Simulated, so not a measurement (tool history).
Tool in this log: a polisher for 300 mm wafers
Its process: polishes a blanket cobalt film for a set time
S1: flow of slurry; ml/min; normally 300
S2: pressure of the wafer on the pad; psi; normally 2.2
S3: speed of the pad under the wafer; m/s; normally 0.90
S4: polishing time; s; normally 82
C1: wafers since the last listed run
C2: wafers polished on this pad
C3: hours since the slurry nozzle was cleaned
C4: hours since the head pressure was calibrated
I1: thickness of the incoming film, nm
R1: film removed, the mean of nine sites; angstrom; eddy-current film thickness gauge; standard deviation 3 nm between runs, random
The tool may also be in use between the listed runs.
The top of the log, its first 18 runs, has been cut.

run 19 hour=430.5 | S1=345 S2=1.8 S3=1.04 S4=73 | C1=462 C2=899 C3=465.8 C4=84.7 | I1=1398.3 | R1=4012
run 20 hour=444.7 | S1=250 S2=1.4 S3=0.72 S4=62 | C1=186 C2=1085 C3=480.0 C4=98.9 | I1=1380.9 | R1=1940
-- hour=453.3 slurry nozzle cleaned
run 21 hour=462.7 | S1=340 S2=1.9 S3=1.22 S4=89 | C1=222 C2=1308 C3=9.4 C4=116.9 | I1=1360.5 | R1=6015
run 22 hour=488.4 | S1=300 S2=3.0 S3=0.82 S4=82 | C1=336 C2=1645 C3=35.1 C4=142.6 | I1=1381.7 | R1=5226
run 23 hour=509.2 | S1=255 S2=2.7 S3=1.10 S4=95 | C1=272 C2=1917 C3=55.9 C4=163.4 | I1=1387.5 | R1=7447
run 24 hour=536.0 | S1=300 S2=1.5 S3=0.60 S4=54 | C1=351 C2=2269 C3=82.7 C4=190.2 | I1=1364.8 | R1=1511
-- hour=566.3 worn pad replaced by a new one
run 25 hour=568.5 | S1=300 S2=2.2 S3=1.18 S4=104 | C1=373 C2=29 C3=115.2 C4=222.7 | I1=1385.0 | R1=7553
run 26 hour=596.4 | S1=300 S2=2.2 S3=0.90 S4=82 | C1=365 C2=394 C3=143.1 C4=250.6 | I1=1411.0 | R1=4581
run 27 hour=610.4 | S1=300 S2=2.2 S3=0.90 S4=82 | C1=183 C2=578 C3=157.1 C4=264.6 | I1=1374.0 | R1=4582
run 28 hour=632.1 | S1=300 S2=2.2 S3=0.90 S4=82 | C1=284 C2=862 C3=178.8 C4=286.3 | I1=1410.3 | R1=4571
run 29 hour=667.0 | S1=340 S2=1.9 S3=1.22 S4=89 | C1=457 C2=1320 C3=213.7 C4=321.2 | I1=1390.1 | R1=6087
run 30 hour=694.5 | S1=300 S2=2.2 S3=0.90 S4=82 | C1=360 C2=1680 C3=241.2 C4=348.7 | I1=1389.9 | R1=4591
run 31 hour=726.7 | S1=385 S2=2.6 S3=0.70 S4=92 | C1=422 C2=2102 C3=273.4 C4=380.9 | I1=1367.6 | R1=4629
-- hour=748.1 worn pad replaced by a new one
run 32 hour=748.6 | S1=300 S2=2.8 S3=0.62 S4=82 | C1=234 C2=6 C3=295.3 C4=402.8 | I1=1405.5 | R1=3810
run 33 hour=764.8 | S1=195 S2=2.9 S3=1.16 S4=95 | C1=212 C2=218 C3=311.5 C4=419.0 | I1=1401.8 | R1=8162
run 34 hour=799.3 | S1=390 S2=2.2 S3=0.90 S4=72 | C1=452 C2=671 C3=346.0 C4=453.5 | I1=1393.9 | R1=4195
run 35 hour=832.4 | S1=300 S2=2.2 S3=0.90 S4=82 | C1=433 C2=1105 C3=379.1 C4=486.6 | I1=1406.8 | R1=4625
run 36 hour=902.2 | S1=375 S2=1.5 S3=0.90 S4=82 | C1=915 C2=2020 C3=448.9 C4=556.4 | I1=1377.9 | R1=3540
-- hour=926.4 worn pad replaced by a new one
run 37 hour=931.4 | S1=300 S2=2.2 S3=0.90 S4=82 | C1=330 C2=65 C3=478.1 C4=585.6 | I1=1380.9 | R1=4630

Each row is a separate what-if for the run after 37, all from the same tool condition, not one after another. Results?
run A hour=931.8 | S1=300 S2=2.2 S3=0.90 S4=82 | C1=5 C2=70 C3=478.5 C4=586.0 | I1=1407.7 | R1=?
run B hour=931.8 | S1=300 S2=2.6 S3=0.90 S4=62 | C1=5 C2=70 C3=478.5 C4=586.0 | I1=1407.7 | R1=?
run C hour=931.8 | S1=300 S2=2.2 S3=0.98 S4=82 | C1=5 C2=70 C3=478.5 C4=586.0 | I1=1407.7 | R1=?
run D hour=931.8 | S1=345 S2=1.7 S3=0.90 S4=82 | C1=5 C2=70 C3=478.5 C4=586.0 | I1=1407.7 | R1=?

run=A R1=4696
run=B R1=4046
run=C R1=5113
run=D R1=3923
The same runs, with their run-to-run variation unchanged, on a tool lacking any hidden condition would have given:
run=A R1=4478
run=B R1=3858
run=C R1=4876
run=D R1=3740
